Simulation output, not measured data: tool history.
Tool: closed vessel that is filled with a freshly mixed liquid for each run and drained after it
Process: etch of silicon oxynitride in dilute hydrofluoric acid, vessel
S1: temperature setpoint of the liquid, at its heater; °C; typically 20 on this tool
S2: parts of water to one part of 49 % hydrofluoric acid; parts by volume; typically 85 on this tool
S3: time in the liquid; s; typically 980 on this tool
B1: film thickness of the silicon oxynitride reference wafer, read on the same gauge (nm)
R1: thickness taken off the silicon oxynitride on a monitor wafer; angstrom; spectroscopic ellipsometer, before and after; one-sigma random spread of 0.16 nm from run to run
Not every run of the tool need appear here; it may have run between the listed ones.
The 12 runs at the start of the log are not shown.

run	hour	S1	S2	S3	B1	R1
13	659.8	20	85	980	110	190.5
# hour 691.3: gauge calibrated
14	711.4	20	50	980	109.99	337
# hour 763.1: hydrofluoric acid flow meter replaced
15	770.3	20	65	980	110.06	248.2
16	816.2	20	85	980	109.99	189.1
17	849.4	23	85	660	109.96	144.1
18	911.9	17	120	505	109.97	57.1
19	982.3	17	100	690	110.03	95.2
20	1040.6	20	85	980	109.97	184.3

What will run 21 give?
21	1095.2	20	110	980	?	?

B1: 110
R1: 143.3 angstrom
Minus the tool's unlogged condition, the same run would have read R1 141.8 angstrom.
